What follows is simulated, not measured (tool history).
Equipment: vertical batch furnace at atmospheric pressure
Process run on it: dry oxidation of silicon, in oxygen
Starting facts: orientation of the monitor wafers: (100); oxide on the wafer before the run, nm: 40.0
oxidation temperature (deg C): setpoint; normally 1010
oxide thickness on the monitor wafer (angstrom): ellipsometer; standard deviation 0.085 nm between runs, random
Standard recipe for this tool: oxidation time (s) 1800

run,hour,oxidation temperature (deg C),oxidation time (s),"read-back reference wafer on the same gauge, thickness",oxide thickness on the monitor wafer (angstrom)
1,0,1030,1320,47.72,560
2,127.2,1030,1320,47.71,560.5
3,190.4,1030,1320,47.7,562.8
4,224.5,1004,1260,47.68,506.9
5,292.6,1004,1260,47.7,507.7
6,334.5,1004,1260,47.67,508.4
7,386.6,1010,1800,47.74,572.8
8,483.2,1010,1800,47.7,570.6
# hour 532.4: thermocouples replaced and temperature profile calibrated
9,532.9,1010,1800,47.69,560.4
10,580.9,1028,2160,47.69,642
# hour 621.3: boat lift adjusted
# hour 625.4: gauge calibrated
11,781,1010,1800,47.71,562.3
12,816.9,1010,1800,47.7,560.7
13,859.2,1018,2520,47.73,648.3
14,889.9,1025,1800,47.68,595.5
15,947,1010,1800,47.69,560.8
16,995.4,1024,2430,47.7,658.5
17,1038.9,1010,2310,47.65,606.1
18,1099.1,986,2550,47.66,568.7
19,1123.7,1000,1050,47.68,478.5
20,1173.6,992,1350,47.73,492.6
21,1222.8,1032,1050,47.69,522.8
22,1258.4,1010,1800,47.71,561.1
23,1294,1010,1800,47.71,561.1
24,1320.3,1003,1440,47.71,514.7

Hidden state, per run?
monitor wafer colder than the profiled boat position, K: 0 at every run
gauge reads high (%): 0 at every run
H1: true tube temperature minus thermocouple reading, K
run,H1
1,3.99
2,4.3
3,4.46
4,4.55
5,4.73
6,4.84
7,4.98
8,5.24
9,0.0651
10,0.0661
11,0.0916
12,0.0997
13,0.111
14,0.12
15,0.139
16,0.157
17,0.175
18,0.203
19,0.215
20,0.241
21,0.269
22,0.291
23,0.313
24,0.331
